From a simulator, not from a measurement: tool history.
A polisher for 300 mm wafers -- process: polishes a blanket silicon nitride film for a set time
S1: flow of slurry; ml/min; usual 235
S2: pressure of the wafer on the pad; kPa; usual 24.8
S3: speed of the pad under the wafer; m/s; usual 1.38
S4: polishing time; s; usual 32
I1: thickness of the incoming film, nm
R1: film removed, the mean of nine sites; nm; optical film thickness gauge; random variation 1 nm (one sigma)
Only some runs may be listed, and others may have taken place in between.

| run | hour | S1 | S2 | S3 | S4 | I1 | R1 |
|---|---|---|---|---|---|---|---|
| 1 | 0.0 | 235 | 24.8 | 1.38 | 32 | 779.4 | 63.7 |
|  | 12.6 | worn pad replaced by a new one |
| 2 | 17.2 | 235 | 24.8 | 1.38 | 32 | 789.0 | 70.7 |
| 3 | 23.2 | 235 | 24.8 | 1.38 | 32 | 784.4 | 70.6 |
| 4 | 36.5 | 270 | 24.8 | 1.38 | 32 | 797.4 | 70.1 |
| 5 | 52.8 | 270 | 24.8 | 1.38 | 32 | 777.6 | 70.6 |
| 6 | 63.5 | 270 | 24.8 | 1.38 | 32 | 801.2 | 69.4 |
| 7 | 73.7 | 235 | 24.8 | 1.38 | 32 | 784.3 | 68.9 |
| 8 | 82.5 | 235 | 24.8 | 1.38 | 32 | 804.6 | 67.6 |
| 9 | 97.5 | 235 | 24.8 | 1.38 | 28 | 791.9 | 57.7 |
|  | 118.0 | head pressure recalibrated |
|  | 128.9 | slurry nozzle cleaned |
| 10 | 143.5 | 200 | 24.8 | 1.38 | 32 | 786.1 | 64.1 |
| 11 | 151.0 | 235 | 31.7 | 1.38 | 26 | 785.6 | 63.7 |
|  | 168.4 | worn pad replaced by a new one, of another model than before |
| 12 | 168.9 | 235 | 24.8 | 1.38 | 32 | 779.2 | 71.1 |
| 13 | 182.4 | 235 | 16.5 | 1.38 | 32 | 774.3 | 58.6 |
| 14 | 191.0 | 190 | 24.8 | 1.14 | 26 | 800.1 | 46.1 |
| 15 | 229.5 | 235 | 17.2 | 1.14 | 38 | 788.9 | 57.0 |
| 16 | 238.9 | 235 | 24.8 | 1.38 | 32 | 784.9 | 66.8 |

Some steps in R1, run to run, broken into two amounts with sign: the step expected even without the hidden condition (settings, incoming material, random variation), and the rest, left for the hidden condition together with whatever gauge scatter is not in both the measured and the hidden-condition-free result:
Hidden state present: removal rate lost through wear of the pad, %; slurry flow missing at the pad, %; deviation of the head's pressure from its setpoint, %.
Run 1 -> 2: worn pad replaced by a new one. R1 +7.0 nm: hidden state +8.4, all else -1.4.
Run 13 -> 14: S1 235 -> 190, S2 16.5 -> 24.8, S3 1.38 -> 1.14, S4 32 -> 26. R1 -12.5 nm: hidden state -0.1, all else -12.4.

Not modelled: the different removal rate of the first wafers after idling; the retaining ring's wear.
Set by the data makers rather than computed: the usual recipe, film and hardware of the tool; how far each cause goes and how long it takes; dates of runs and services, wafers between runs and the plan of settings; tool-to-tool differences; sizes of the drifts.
